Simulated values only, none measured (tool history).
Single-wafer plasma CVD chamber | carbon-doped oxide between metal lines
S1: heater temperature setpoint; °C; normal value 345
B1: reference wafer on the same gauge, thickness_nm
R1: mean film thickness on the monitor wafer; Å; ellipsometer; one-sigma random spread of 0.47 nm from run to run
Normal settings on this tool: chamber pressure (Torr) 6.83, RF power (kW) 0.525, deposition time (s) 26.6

Run 1, hour 0.0: usual settings but RF power (kW) 0.585; B1 156.008. Result: R1 1424.14 Å.
Run 2, hour 26.9: usual settings but chamber pressure (Torr) 6.16, RF power (kW) 0.575; B1 156.111. Result: R1 1387.60 Å.
Run 3, hour 60.8: usual settings but chamber pressure (Torr) 6.16, RF power (kW) 0.575; B1 155.733. Result: R1 1390.34 Å.
Run 4, hour 95.5: usual settings but chamber pressure (Torr) 8.06; B1 156.044. Result: R1 1320.26 Å.
Run 5, hour 126.3: usual settings but chamber pressure (Torr) 8.06; B1 156.004. Result: R1 1307.79 Å.
Run 6, hour 142.2: usual settings but chamber pressure (Torr) 8.06; B1 156.163. Result: R1 1310.95 Å.
Run 7, hour 177.6: usual settings but S1 348 °C; B1 155.964. Result: R1 1290.83 Å.
Run 8, hour 208.2: usual settings but S1 348 °C; B1 156.169. Result: R1 1293.79 Å.
Run 9, hour 224.9: usual settings but S1 348 °C; B1 156.072. Result: R1 1280.12 Å.
Run 10, hour 259.1: usual settings but S1 355 °C, RF power (kW) 0.565; B1 155.831. Result: R1 1334.79 Å.
Run 11, hour 276.3: usual settings but S1 355 °C, RF power (kW) 0.565; B1 156.348. Result: R1 1323.69 Å.
Run 12, hour 295.1: usual settings but S1 355 °C, RF power (kW) 0.565; B1 156.075. Result: R1 1335.31 Å.
Run 13, hour 314.0: usual settings but S1 350 °C; B1 155.988. Result: R1 1276.16 Å.
At hour 336.2: thermocouple changed; heater temperature recalibrated.
Run 14, hour 337.0: usual settings; B1 156.102. Result: R1 1287.13 Å.
At hour 363.7: showerhead replaced.
Run 15, hour 364.2: usual settings but S1 339 °C, deposition time (s) 31.7; B1 155.892. Result: R1 1554.41 Å.
Run 16, hour 388.6: usual settings; B1 156.197. Result: R1 1279.60 Å.
Run 17, hour 412.2: usual settings; B1 155.726. Result: R1 1274.84 Å.
Run 18, hour 433.7: usual settings but S1 354 °C, deposition time (s) 29.0; B1 156.223. Result: R1 1362.91 Å.
At hour 446.6: capacitance manometer re-zeroed and calibrated.
At hour 453.1: RF generator calibrated.
Run 19, hour 453.6: usual settings but S1 354 °C, chamber pressure (Torr) 8.11, RF power (kW) 0.580, deposition time (s) 23.7; B1 155.857. Result: R1 1304.94 Å.
Run 20, hour 472.6: usual settings but S1 360 °C, chamber pressure (Torr) 5.42, RF power (kW) 0.460, deposition time (s) 23.4; B1 155.929. Result: R1 1029.22 Å.

Run 21 comes next. What will it give?
At hour 497.7: gauge calibrated.
Run 21, hour 504.4: usual settings; B1 ?. Result: R1 ?.

{"run 21": {"B1": 156.124, "R1": 1379.97}}
With the hidden condition absent and the run-to-run variation left alone, this run would have shown R1 1390.66 Å.

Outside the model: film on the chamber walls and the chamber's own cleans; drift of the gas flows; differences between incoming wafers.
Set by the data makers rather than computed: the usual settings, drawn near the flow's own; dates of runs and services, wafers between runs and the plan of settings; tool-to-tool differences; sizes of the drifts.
